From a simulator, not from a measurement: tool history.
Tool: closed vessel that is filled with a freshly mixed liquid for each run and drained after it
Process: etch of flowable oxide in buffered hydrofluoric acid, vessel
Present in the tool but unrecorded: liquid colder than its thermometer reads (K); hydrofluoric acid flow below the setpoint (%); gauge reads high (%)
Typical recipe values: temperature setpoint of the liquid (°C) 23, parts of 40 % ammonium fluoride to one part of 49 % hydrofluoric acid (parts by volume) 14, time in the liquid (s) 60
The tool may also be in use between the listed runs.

run,hour,temperature setpoint of the liquid (°C),parts of 40 % ammonium fluoride to one part of 49 % hydrofluoric acid (parts by volume),time in the liquid (s),wafers since the last listed run,hours since the thermometer was replaced,hours since the hydrofluoric acid flow meter was replaced,hours since the gauge calibration,"read-back film thickness of the flowable oxide reference wafer, read on the same gauge (nm)",thickness taken off the flowable oxide on a monitor wafer (Å)
1,0,23,10,60,0,1260.7,1360.3,58.8,49.89,1894.8
2,28.9,23,10,60,2200,1289.6,1389.2,87.7,49.85,1901.9
3,98.6,23,14,60,5307,1359.3,1458.9,157.4,49.99,1369.8
4,143,23,14,50,3380,1403.7,1503.3,201.8,50.02,1137.2
5,167.6,23,14,50,1873,1428.3,1527.9,226.4,50.07,1134.1
6,239,23,11.5,60,5436,1499.7,1599.3,297.8,50.19,1657.8
# hour 287.1: hydrofluoric acid flow meter replaced
7,304,23,11.5,60,4873,1564.7,16.9,362.8,50.33,1673.8
# hour 338.2: thermometer replaced
8,356,23,14,60,3883,17.8,68.9,414.8,50.49,1368.3
9,411.4,27.5,14,60,4218,73.2,124.3,470.2,50.62,1761.1
10,449.3,25,14,30,2885,111.1,162.2,508.1,50.83,772.8

Run 11 is up next; what results do you expect?
11,513.4,23,12,30,4880,175.2,226.3,572.2,?,?

read-back film thickness of the flowable oxide reference wafer, read on the same gauge (nm): 51.07
thickness taken off the flowable oxide on a monitor wafer (Å): 810.8
Take away the tool's hidden state, keep the run-to-run variation as it was, and the same run would have given thickness taken off the flowable oxide on a monitor wafer (Å) 793.6.
